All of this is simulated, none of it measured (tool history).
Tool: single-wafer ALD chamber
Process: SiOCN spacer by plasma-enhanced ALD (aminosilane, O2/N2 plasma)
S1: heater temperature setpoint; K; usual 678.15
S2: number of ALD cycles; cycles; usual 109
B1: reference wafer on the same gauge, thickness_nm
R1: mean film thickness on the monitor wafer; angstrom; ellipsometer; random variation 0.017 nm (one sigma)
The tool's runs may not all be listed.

{"run": 1, "hour": 0.0, "S1": 678.15, "S2": 109, "B1": 6.743, "R1": 66.61}
{"run": 2, "hour": 10.6, "S1": 678.15, "S2": 109, "B1": 6.747, "R1": 66.93}
{"run": 3, "hour": 18.0, "S1": 678.15, "S2": 109, "B1": 6.755, "R1": 66.71}
{"run": 4, "hour": 36.0, "S1": 678.15, "S2": 109, "B1": 6.746, "R1": 66.83}
{"run": 5, "hour": 61.2, "S1": 678.15, "S2": 109, "B1": 6.745, "R1": 66.81}
{"hour": 69.2, "done": "gauge calibrated"}
{"hour": 69.8, "done": "thermocouple changed; heater temperature recalibrated"}
{"run": 6, "hour": 71.1, "S1": 678.15, "S2": 109, "B1": 6.685, "R1": 66.25}
{"run": 7, "hour": 85.6, "S1": 678.15, "S2": 109, "B1": 6.694, "R1": 66.23}
{"run": 8, "hour": 98.6, "S1": 678.15, "S2": 109, "B1": 6.707, "R1": 66.55}
{"run": 9, "hour": 112.8, "S1": 678.15, "S2": 109, "B1": 6.716, "R1": 66.53}
{"run": 10, "hour": 121.0, "S1": 690.15, "S2": 103, "B1": 6.715, "R1": 60.64}
{"run": 11, "hour": 127.2, "S1": 664.15, "S2": 109, "B1": 6.721, "R1": 67.43}
{"run": 12, "hour": 144.7, "S1": 669.15, "S2": 99, "B1": 6.733, "R1": 61.53}
{"run": 13, "hour": 151.3, "S1": 690.15, "S2": 95, "B1": 6.731, "R1": 55.85}
{"run": 14, "hour": 163.1, "S1": 666.15, "S2": 109, "B1": 6.733, "R1": 67.64}
{"run": 15, "hour": 171.1, "S1": 678.15, "S2": 109, "B1": 6.727, "R1": 66.68}
{"run": 16, "hour": 185.3, "S1": 669.15, "S2": 109, "B1": 6.74, "R1": 67.76}
{"run": 17, "hour": 199.8, "S1": 678.15, "S2": 109, "B1": 6.74, "R1": 66.93}
{"run": 18, "hour": 215.4, "S1": 678.15, "S2": 119, "B1": 6.749, "R1": 73.06}
{"run": 19, "hour": 222.9, "S1": 672.15, "S2": 126, "B1": 6.744, "R1": 78.18}

Some steps in R1 between neighbouring runs. How much of each would the tool show without its hidden state too (settings, what came in, random variation), and how much is left for the hidden state, with any gauge scatter that isn't in both results?
The hidden state here: wafer temperature above the value expected at the setpoint (K); gauge reads high (%).
Run 5 -> 6: gauge calibrated, thermocouple changed; heater temperature recalibrated. R1 -0.56 angstrom: hidden state -0.61, all else +0.05.
Run 13 -> 14: S1 690.15 -> 666.15, S2 95 -> 109. R1 +11.79 angstrom: hidden state +0.11, all else +11.68.
